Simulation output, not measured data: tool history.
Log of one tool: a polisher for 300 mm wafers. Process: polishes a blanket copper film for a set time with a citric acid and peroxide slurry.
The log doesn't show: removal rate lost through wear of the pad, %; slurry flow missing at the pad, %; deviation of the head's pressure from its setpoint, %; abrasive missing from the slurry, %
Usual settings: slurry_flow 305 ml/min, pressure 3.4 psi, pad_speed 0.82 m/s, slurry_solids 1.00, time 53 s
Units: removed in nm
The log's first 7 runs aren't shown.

run	hour	slurry_flow	pressure	pad_speed	slurry_solids	time	wafers since the last listed run	wafers polished on this pad	hours since the slurry nozzle was cleaned	hours since the head pressure was calibrated	hours since the slurry blender was calibrated	incoming thickness of the incoming film, nm	removed
# hour 396.3: head pressure recalibrated
8	424.2	305	3.4	0.82	1.00	53	1358	2254	454.6	27.9	170.1	783.4	99.4
9	459.1	305	3.4	0.82	1.00	53	387	2642	489.5	62.8	205.0	780.8	104.7
10	499.9	305	3.4	0.82	1.00	53	453	3095	530.3	103.6	245.8	778.1	100.4
11	570.2	305	3.4	0.82	1.00	53	780	3876	600.6	173.9	316.1	786.2	101.3
# hour 605.2: worn pad replaced by a new one
# hour 617.9: slurry blender recalibrated
12	634.1	305	3.4	0.82	1.00	53	643	298	664.5	237.8	16.2	781.0	101.9
13	683.1	305	3.4	0.82	1.00	53	544	842	713.5	286.8	65.2	780.8	104.4
# hour 720.7: head pressure recalibrated, repeated, since the last time left the tool worse
14	750.1	305	3.4	0.82	1.00	53	721	1564	780.5	29.4	132.2	783.4	89.8
15	805.6	305	3.4	0.82	1.00	53	616	2180	836.0	84.9	187.7	785.2	88.4
16	874.3	345	3.4	0.82	1.00	38	762	2943	904.7	153.6	256.4	773.0	63.8
# hour 900.6: slurry nozzle cleaned
17	942.0	210	4.1	0.82	1.00	53	740	3684	41.4	221.3	324.1	772.6	101.8
# hour 946.3: worn pad replaced by a new one
# hour 977.2: slurry blender recalibrated
18	988.0	305	3.7	0.82	1.00	53	444	440	87.4	267.3	10.8	785.2	96.0
19	1033.3	305	3.4	0.82	1.00	53	503	943	132.7	312.6	56.1	778.4	91.9
20	1163.4	305	4.0	0.68	1.00	53	1444	2388	262.8	442.7	186.2	774.0	84.3
21	1207.4	305	3.4	0.82	1.00	53	488	2877	306.8	486.7	230.2	782.7	90.1
# hour 1295.7: worn pad replaced by a new one
22	1303.9	305	3.4	0.82	1.00	53	1027	90	403.3	583.2	326.7	769.0	92.0
# hour 1356.9: slurry blender recalibrated
23	1375.3	305	3.4	0.82	1.00	53	770	861	474.7	654.6	18.4	787.4	88.7
24	1445.8	395	3.4	0.74	1.00	53	782	1644	545.2	725.1	88.9	781.2	84.8
25	1503.3	305	3.4	1.06	1.00	63	638	2282	602.7	782.6	146.4	782.8	141.1
26	1561.9	360	4.2	0.82	1.00	53	650	2933	661.3	841.2	205.0	771.3	116.5
# hour 1606.0: slurry nozzle cleaned
# hour 1623.4: worn pad replaced by a new one
27	1624.7	305	3.4	0.82	1.00	53	641	14	18.7	904.0	267.8	769.6	95.8
28	1681.8	305	4.2	1.02	1.00	53	634	648	75.8	961.1	324.9	777.7	144.5
# hour 1721.4: head pressure recalibrated
29	1721.9	265	3.8	0.82	0.80	45	423	1071	115.9	0.5	365.0	770.0	82.0
# hour 1732.5: slurry blender recalibrated
30	1784.1	360	4.2	0.82	1.00	53	668	1739	178.1	62.7	51.6	776.4	111.0

Forecast each of these 4 alternatives for the next run:
A	1784.5	305	3.4	0.82	0.90	53	4	1744	178.5	63.1	52.0	794.8	?
B	1784.5	375	3.4	0.82	0.80	53	4	1744	178.5	63.1	52.0	794.8	?
C	1784.5	270	3.4	1.08	1.00	59	4	1744	178.5	63.1	52.0	794.8	?
D	1784.5	255	4.5	0.82	0.75	42	4	1744	178.5	63.1	52.0	794.8	?

run	removed
A	86.3
B	85.9
C	126.8
D	85.3
Without the tool's hidden state the same runs would have given:
run	removed
A	87.5
B	87.1
C	128.5
D	86.5
